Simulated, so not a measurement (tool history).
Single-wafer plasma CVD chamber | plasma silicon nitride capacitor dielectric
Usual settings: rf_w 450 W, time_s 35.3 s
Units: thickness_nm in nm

run,hour,rf_w,time_s,"read-back reference wafer on the same gauge, thickness_nm",thickness_nm
1,0.0,450,35.3,55.250,47.841
2,102.0,450,35.3,55.247,47.208
3,190.8,450,37.0,55.217,49.620
4,268.4,450,37.0,55.416,49.894
5,308.0,450,37.0,55.230,49.388
6,378.5,450,35.3,55.287,47.264
7,436.2,450,35.3,55.309,47.240
8,484.3,450,35.3,55.285,47.135
9,566.7,450,35.3,55.329,46.857
10,644.2,450,35.3,55.348,47.252
11,697.6,450,35.3,55.279,46.915
12,748.4,450,37.5,55.265,50.102

Forecast run 13:
13,802.4,480,30.2,?,?

read-back reference wafer on the same gauge, thickness_nm: 55.192
thickness_nm: 41.653 nm
Without the tool's hidden state the same run would have given thickness_nm 43.448 nm.
